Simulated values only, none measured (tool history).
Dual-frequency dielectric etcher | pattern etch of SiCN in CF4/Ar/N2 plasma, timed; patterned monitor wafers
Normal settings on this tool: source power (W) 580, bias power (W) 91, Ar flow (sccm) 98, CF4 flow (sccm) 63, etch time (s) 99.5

run   hour  source power (W)  bias power (W)  Ar flow (sccm)  CF4 flow (sccm)  etch time (s)  wafers since the last listed run  hours since the last wet clean  hours since the last source power generator calibration  hours since the last bias power generator calibration  hours since the last Ar flow controller change  hours since the last CF4 flow controller change  hours since the last upper electrode change  hours since the gauge calibration  read-back reference wafer on the same gauge, depth_nm  mean etch depth across the wafer (angstrom)
  1    0.0               580              91              98               63           99.5                                 0                           254.6                                                   3586.4                                                 4559.3                                          2991.6                                           4193.0                                       3751.3                              317.5                                                  103.0                                         1219
  2  106.9               580              91              98               63           99.5                              1286                           361.5                                                   3693.3                                                 4666.2                                          3098.5                                           4299.9                                       3858.2                              424.4                                                  103.0                                         1224
  3  121.3               580              91              98               63           99.5                               173                           375.9                                                   3707.7                                                 4680.6                                          3112.9                                           4314.3                                       3872.6                              438.8                                                  103.0                                         1220
  4  148.0               580              91              98               63           99.5                               321                           402.6                                                   3734.4                                                 4707.3                                          3139.6                                           4341.0                                       3899.3                              465.5                                                  102.9                                         1225
  5  174.0               580              98              98               63           99.5                               312                           428.6                                                   3760.4                                                 4733.3                                          3165.6                                           4367.0                                       3925.3                              491.5                                                  103.0                                         1246
     197.8  -- bias power generator calibrated
     216.0  -- source power generator calibrated
  6  221.2               580              98              98               63           99.5                               471                           475.8                                                      5.2                                                   23.4                                          3212.8                                           4414.2                                       3972.5                              538.7                                                  103.1                                         1198
  7  234.5               580              91              98               63           99.5                               160                           489.1                                                     18.5                                                   36.7                                          3226.1                                           4427.5                                       3985.8                              552.0                                                  103.0                                         1178
  8  246.5               580              91              98               63           99.5                               144                           501.1                                                     30.5                                                   48.7                                          3238.1                                           4439.5                                       3997.8                              564.0                                                  103.0                                         1173
     275.9  -- CF4 flow controller replaced
     298.5  -- upper electrode replaced
     300.9  -- wet clean of the chamber
  9  301.4               580              91              98               63           99.5                               288                             0.5                                                     85.4                                                  103.6                                          3293.0                                             25.5                                          2.9                              618.9                                                  103.0                                         1167
 10  301.7               580              91              98               74           85.0                                 3                             0.8                                                     85.7                                                  103.9                                          3293.3                                             25.8                                          3.2                              619.2                                                  103.0                                         1018
     315.7  -- Ar flow controller replaced
 11  322.8               580              91              98               63           99.5                               181                            21.9                                                    106.8                                                  125.0                                             7.1                                             46.9                                         24.3                              640.3                                                  103.0                                         1167
     323.2  -- gauge calibrated
 12  352.1               580              91              98               76           99.5                               352                            51.2                                                    136.1                                                  154.3                                            36.4                                             76.2                                         53.6                               28.9                                                  103.0                                         1202
 13  383.2               580             108              98               63           99.5                               374                            82.3                                                    167.2                                                  185.4                                            67.5                                            107.3                                         84.7                               60.0                                                  103.1                                         1225
 14  409.9               470             109              98               63           99.5                               321                           109.0                                                    193.9                                                  212.1                                            94.2                                            134.0                                        111.4                               86.7                                                  103.0                                         1049
 15  444.7               580              91              98               77          114.0                               418                           143.8                                                    228.7                                                  246.9                                           129.0                                            168.8                                        146.2                              121.5                                                  102.9                                         1381
 16  460.9               580              91              76               63           99.5                               194                           160.0                                                    244.9                                                  263.1                                           145.2                                            185.0                                        162.4                              137.7                                                  103.0                                         1230
 17  493.6               580              91             117               63           99.5                               393                           192.7                                                    277.6                                                  295.8                                           177.9                                            217.7                                        195.1                              170.4                                                  103.0                                         1135
 18  507.3               580              83             106               67          123.0                               164                           206.4                                                    291.3                                                  309.5                                           191.6                                            231.4                                        208.8                              184.1                                                  102.9                                         1410
 19  534.6               580              91              98               63           99.5                               328                           233.7                                                    318.6                                                  336.8                                           218.9                                            258.7                                        236.1                              211.4                                                  103.0                                         1172

4 ways to go on from here, each from the tool as it stands after run 19. What would each give?
  A  535.0               580              91              98               54           99.5                                 4                           234.1                                                    319.0                                                  337.2                                           219.3                                            259.1                                        236.5                              211.8                                                      ?                                            ?
  B  535.0               650              91              98               63           99.5                                 4                           234.1                                                    319.0                                                  337.2                                           219.3                                            259.1                                        236.5                              211.8                                                      ?                                            ?
  C  535.0               630              91             105               71           99.5                                 4                           234.1                                                    319.0                                                  337.2                                           219.3                                            259.1                                        236.5                              211.8                                                      ?                                            ?
  D  535.0               580              84              98               63           99.5                                 4                           234.1                                                    319.0                                                  337.2                                           219.3                                            259.1                                        236.5                              211.8                                                      ?                                            ?

run  read-back reference wafer on the same gauge, depth_nm  mean etch depth across the wafer (angstrom)
  A                                                  103.0                                         1146
  B                                                  103.0                                         1284
  C                                                  103.0                                         1259
  D                                                  103.0                                         1151
Without the tool's unlogged condition, the same runs would have read:
run  mean etch depth across the wafer (angstrom)
  A                                         1143
  B                                         1281
  C                                         1256
  D                                         1148
